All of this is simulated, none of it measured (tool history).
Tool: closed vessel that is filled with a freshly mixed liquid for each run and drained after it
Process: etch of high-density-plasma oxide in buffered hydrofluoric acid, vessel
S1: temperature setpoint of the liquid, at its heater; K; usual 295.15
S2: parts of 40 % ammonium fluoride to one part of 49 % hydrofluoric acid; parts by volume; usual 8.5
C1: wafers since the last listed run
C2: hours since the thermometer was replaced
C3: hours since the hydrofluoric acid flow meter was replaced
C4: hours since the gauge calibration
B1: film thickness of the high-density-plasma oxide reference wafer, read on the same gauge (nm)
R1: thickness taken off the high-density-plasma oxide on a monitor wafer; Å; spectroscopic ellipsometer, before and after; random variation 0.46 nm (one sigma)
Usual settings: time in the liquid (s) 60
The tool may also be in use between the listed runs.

run 1 day=0 | S1=295.15 S2=8.5 time_in_the_liquid_(s)=60 | C1=0 C2=2104 C3=4.1 C4=279.3 | B1=79.99 | R1=1019
run 2 day=1.404 | S1=295.15 S2=9.5 time_in_the_liquid_(s)=60 | C1=3454 C2=2137.7 C3=37.8 C4=313 | B1=80 | R1=923.9
run 3 day=3.2 | S1=295.15 S2=9.5 time_in_the_liquid_(s)=60 | C1=4417 C2=2180.8 C3=80.9 C4=356.1 | B1=80.01 | R1=919.1
run 4 day=5.292 | S1=291.65 S2=8.5 time_in_the_liquid_(s)=60 | C1=5145 C2=2231 C3=131.1 C4=406.3 | B1=79.98 | R1=828.3
run 5 day=7.475 | S1=291.65 S2=8.5 time_in_the_liquid_(s)=60 | C1=5370 C2=2283.4 C3=183.5 C4=458.7 | B1=80 | R1=827.9
run 6 day=10.112 | S1=291.65 S2=8.5 time_in_the_liquid_(s)=60 | C1=6488 C2=2346.7 C3=246.8 C4=522 | B1=80.05 | R1=822.7
run 7 day=12.588 | S1=295.15 S2=8.5 time_in_the_liquid_(s)=60 | C1=6088 C2=2406.1 C3=306.2 C4=581.4 | B1=80.02 | R1=998.2
run 8 day=13.704 | S1=295.15 S2=8.5 time_in_the_liquid_(s)=60 | C1=2746 C2=2432.9 C3=333 C4=608.2 | B1=80.01 | R1=995.1
run 9 day=14.733 | S1=295.15 S2=8.5 time_in_the_liquid_(s)=60 | C1=2531 C2=2457.6 C3=357.7 C4=632.9 | B1=80.01 | R1=998
run 10 day=16.546 | S1=295.15 S2=8.5 time_in_the_liquid_(s)=60 | C1=4458 C2=2501.1 C3=401.2 C4=676.4 | B1=80.04 | R1=1000.7
run 11 day=19.138 | S1=290.65 S2=8.5 time_in_the_liquid_(s)=60 | C1=6375 C2=2563.3 C3=463.4 C4=738.6 | B1=80.01 | R1=773.3
-- day=20.183 gauge calibrated
run 12 day=21.412 | S1=295.15 S2=8.5 time_in_the_liquid_(s)=60 | C1=5596 C2=2617.9 C3=518 C4=29.5 | B1=79.99 | R1=985.2
run 13 day=24.046 | S1=290.65 S2=8.5 time_in_the_liquid_(s)=60 | C1=6477 C2=2681.1 C3=581.2 C4=92.7 | B1=80 | R1=765.1
run 14 day=25.146 | S1=295.15 S2=8.5 time_in_the_liquid_(s)=60 | C1=2705 C2=2707.5 C3=607.6 C4=119.1 | B1=79.99 | R1=982.9
-- day=26.079 hydrofluoric acid flow meter replaced
-- day=26.904 thermometer replaced
run 15 day=27.683 | S1=293.15 S2=6 time_in_the_liquid_(s)=90 | C1=6037 C2=18.7 C3=38.5 C4=180 | B1=80.02 | R1=2115.6
run 16 day=29.808 | S1=291.65 S2=5 time_in_the_liquid_(s)=45 | C1=5227 C2=69.7 C3=89.5 C4=231 | B1=79.99 | R1=1131.9

The next listed run, before its measurement:
run 17 day=32.696 | S1=299.15 S2=5.5 time_in_the_liquid_(s)=90 | C1=7103 C2=139 C3=158.8 C4=300.3 | B1=? | R1=?

B1: 80.01
R1: 3158.8 Å
Without the tool's hidden state the same run would have given R1 3203.2 Å.

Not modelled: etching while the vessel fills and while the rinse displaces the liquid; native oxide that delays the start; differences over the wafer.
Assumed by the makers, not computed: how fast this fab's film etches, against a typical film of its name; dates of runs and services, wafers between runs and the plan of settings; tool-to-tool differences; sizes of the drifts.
